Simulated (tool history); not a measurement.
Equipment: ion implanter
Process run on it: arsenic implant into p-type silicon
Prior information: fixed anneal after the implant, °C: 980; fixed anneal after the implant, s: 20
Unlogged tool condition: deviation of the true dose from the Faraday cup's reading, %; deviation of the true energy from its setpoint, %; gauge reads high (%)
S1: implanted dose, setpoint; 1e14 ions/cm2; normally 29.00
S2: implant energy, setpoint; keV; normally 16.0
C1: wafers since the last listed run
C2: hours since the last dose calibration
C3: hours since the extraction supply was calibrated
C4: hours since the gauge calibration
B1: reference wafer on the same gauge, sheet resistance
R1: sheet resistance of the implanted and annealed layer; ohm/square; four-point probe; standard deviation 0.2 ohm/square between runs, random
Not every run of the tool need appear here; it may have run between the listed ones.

Run 1, hour 0.0: usual settings; C1 0; C2 479.5; C3 4055.5; C4 1118.4; B1 125.97. Result: R1 131.99 ohm/square.
Run 2, hour 59.8: usual settings; C1 912; C2 539.3; C3 4115.3; C4 1178.2; B1 125.99. Result: R1 132.30 ohm/square.
Run 3, hour 152.5: usual settings; C1 1415; C2 632.0; C3 4208.0; C4 1270.9; B1 125.98. Result: R1 132.31 ohm/square.
Run 4, hour 189.9: usual settings; C1 570; C2 669.4; C3 4245.4; C4 1308.3; B1 125.99. Result: R1 131.91 ohm/square.
Run 5, hour 262.7: usual settings; C1 1111; C2 742.2; C3 4318.2; C4 1381.1; B1 125.99. Result: R1 132.37 ohm/square.
Run 6, hour 352.1: usual settings; C1 1364; C2 831.6; C3 4407.6; C4 1470.5; B1 125.98. Result: R1 132.25 ohm/square.
Run 7, hour 432.8: usual settings; C1 1231; C2 912.3; C3 4488.3; C4 1551.2; B1 125.99. Result: R1 132.24 ohm/square.
Run 8, hour 558.2: usual settings but S2 13.0 keV; C1 1914; C2 1037.7; C3 4613.7; C4 1676.6; B1 126.01. Result: R1 140.44 ohm/square.
Run 9, hour 662.3: usual settings; C1 1589; C2 1141.8; C3 4717.8; C4 1780.7; B1 126.01. Result: R1 131.95 ohm/square.
At hour 757.1: Faraday cup replaced and dose calibrated.
Run 10, hour 818.0: usual settings; C1 2254; C2 60.9; C3 4873.5; C4 1936.4; B1 126.00. Result: R1 131.34 ohm/square.
At hour 871.1: gauge calibrated.
Run 11, hour 921.0: usual settings but S2 14.0 keV; C1 1572; C2 163.9; C3 4976.5; C4 49.9; B1 126.01. Result: R1 137.13 ohm/square.
At hour 982.4: Faraday cup replaced and dose calibrated, repeated, since the last time left the tool worse.
Run 12, hour 982.9: usual settings; C1 822; C2 0.5; C3 5038.4; C4 111.8; B1 126.01. Result: R1 132.31 ohm/square.
Run 13, hour 1063.2: usual settings but S2 21.5 keV; C1 1225; C2 80.8; C3 5118.7; C4 192.1; B1 125.96. Result: R1 117.51 ohm/square.
At hour 1112.4: extraction supply calibrated.
Run 14, hour 1145.4: usual settings but S1 32.72 1e14 ions/cm2, S2 18.5 keV; C1 1132; C2 163.0; C3 33.0; C4 274.3; B1 125.99. Result: R1 123.79 ohm/square.
Run 15, hour 1198.1: usual settings but S1 37.21 1e14 ions/cm2; C1 804; C2 215.7; C3 85.7; C4 327.0; B1 126.01. Result: R1 128.88 ohm/square.
Run 16, hour 1240.7: usual settings but S2 18.5 keV; C1 650; C2 258.3; C3 128.3; C4 369.6; B1 125.99. Result: R1 125.27 ohm/square.
Run 17, hour 1276.7: usual settings but S1 33.82 1e14 ions/cm2, S2 19.5 keV; C1 549; C2 294.3; C3 164.3; C4 405.6; B1 126.01. Result: R1 120.75 ohm/square.
Run 18, hour 1384.6: usual settings; C1 1647; C2 402.2; C3 272.2; C4 513.5; B1 126.03. Result: R1 132.43 ohm/square.
Run 19, hour 1433.6: usual settings but S1 24.45 1e14 ions/cm2, S2 13.0 keV; C1 747; C2 451.2; C3 321.2; C4 562.5; B1 126.01. Result: R1 143.95 ohm/square.
Run 20, hour 1506.9: usual settings but S1 36.00 1e14 ions/cm2, S2 19.5 keV; C1 1118; C2 524.5; C3 394.5; C4 635.8; B1 125.99. Result: R1 119.74 ohm/square.
Run 21, hour 1614.0: usual settings but S1 24.23 1e14 ions/cm2, S2 19.5 keV; C1 1634; C2 631.6; C3 501.6; C4 742.9; B1 125.99. Result: R1 125.23 ohm/square.

Alternative continuations, all from the tool just after run 21; predict every row:
Run A, hour 1614.4: usual settings; C1 6; C2 632.0; C3 502.0; C4 743.3; B1 ?. Result: R1 ?.
Run B, hour 1614.4: usual settings but S1 33.02 1e14 ions/cm2; C1 6; C2 632.0; C3 502.0; C4 743.3; B1 ?. Result: R1 ?.
Run C, hour 1614.4: usual settings but S1 23.27 1e14 ions/cm2; C1 6; C2 632.0; C3 502.0; C4 743.3; B1 ?. Result: R1 ?.
Run D, hour 1614.4: usual settings but S2 18.0 keV; C1 6; C2 632.0; C3 502.0; C4 743.3; B1 ?. Result: R1 ?.

run      B1      R1
  A  126.00  132.15
  B  126.00  130.26
  C  126.00  135.37
  D  126.00  126.51
What these runs would have given with no unlogged condition in the tool:
run      R1
  A  132.23
  B  130.35
  C  135.46
  D  126.59
